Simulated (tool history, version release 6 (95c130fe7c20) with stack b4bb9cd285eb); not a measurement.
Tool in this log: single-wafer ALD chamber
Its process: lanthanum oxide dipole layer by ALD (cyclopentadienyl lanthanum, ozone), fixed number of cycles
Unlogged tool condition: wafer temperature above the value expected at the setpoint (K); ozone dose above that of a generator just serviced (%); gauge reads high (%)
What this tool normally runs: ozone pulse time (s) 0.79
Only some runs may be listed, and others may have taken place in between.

| run | hour | ozone pulse time (s) | wafers since the last listed run | hours since the last thermocouple change | hours since the last ozone generator service | hours since the showerhead was replaced | hours since the gauge calibration | read-back reference wafer on the same gauge, thickness_nm | mean film thickness on the monitor wafer (angstrom) |
|---|---|---|---|---|---|---|---|---|---|
| 1 | 0.0 | 0.79 | 0 | 1786.8 | 331.1 | 6358.6 | 257.3 | 0.465 | 4.62 |
| 2 | 18.1 | 0.79 | 378 | 1804.9 | 349.2 | 6376.7 | 275.4 | 0.465 | 4.62 |
| 3 | 46.7 | 0.58 | 597 | 1833.5 | 377.8 | 6405.3 | 304.0 | 0.465 | 3.85 |
| 4 | 75.1 | 0.58 | 593 | 1861.9 | 406.2 | 6433.7 | 332.4 | 0.464 | 3.87 |
| 5 | 109.1 | 0.58 | 710 | 1895.9 | 440.2 | 6467.7 | 366.4 | 0.466 | 3.85 |
| 6 | 136.6 | 0.79 | 574 | 1923.4 | 467.7 | 6495.2 | 393.9 | 0.465 | 4.62 |
| 7 | 171.3 | 0.79 | 725 | 1958.1 | 502.4 | 6529.9 | 428.6 | 0.465 | 4.63 |
| 8 | 188.1 | 0.79 | 351 | 1974.9 | 519.2 | 6546.7 | 445.4 | 0.464 | 4.62 |
| 9 | 213.2 | 0.79 | 524 | 2000.0 | 544.3 | 6571.8 | 470.5 | 0.465 | 4.61 |
|  | 229.8 | ozone generator serviced |
| 10 | 230.3 | 0.99 | 190 | 2017.1 | 0.5 | 6588.9 | 487.6 | 0.465 | 5.06 |
| 11 | 262.6 | 0.79 | 675 | 2049.4 | 32.8 | 6621.2 | 519.9 | 0.465 | 4.60 |
|  | 273.8 | gauge calibrated |
|  | 343.0 | thermocouple changed; heater temperature recalibrated |
|  | 347.9 | showerhead replaced |
| 12 | 365.1 | 0.53 | 1872 | 22.1 | 135.3 | 17.2 | 91.3 | 0.465 | 3.63 |
| 13 | 390.8 | 0.63 | 537 | 47.8 | 161.0 | 42.9 | 117.0 | 0.466 | 4.08 |
| 14 | 403.4 | 0.51 | 263 | 60.4 | 173.6 | 55.5 | 129.6 | 0.465 | 3.51 |
| 15 | 435.0 | 0.97 | 660 | 92.0 | 205.2 | 87.1 | 161.2 | 0.465 | 5.03 |
| 16 | 464.1 | 0.57 | 608 | 121.1 | 234.3 | 116.2 | 190.3 | 0.465 | 3.82 |
| 17 | 499.0 | 0.79 | 729 | 156.0 | 269.2 | 151.1 | 225.2 | 0.465 | 4.61 |
| 18 | 523.8 | 1.06 | 518 | 180.8 | 294.0 | 175.9 | 250.0 | 0.465 | 5.20 |

What the log doesn't show, run by run:
wafer temperature above the value expected at the setpoint (K): 0 in every run
ozone dose above that of a generator just serviced (%): 0 in every run
gauge reads high (%): 0 in every run

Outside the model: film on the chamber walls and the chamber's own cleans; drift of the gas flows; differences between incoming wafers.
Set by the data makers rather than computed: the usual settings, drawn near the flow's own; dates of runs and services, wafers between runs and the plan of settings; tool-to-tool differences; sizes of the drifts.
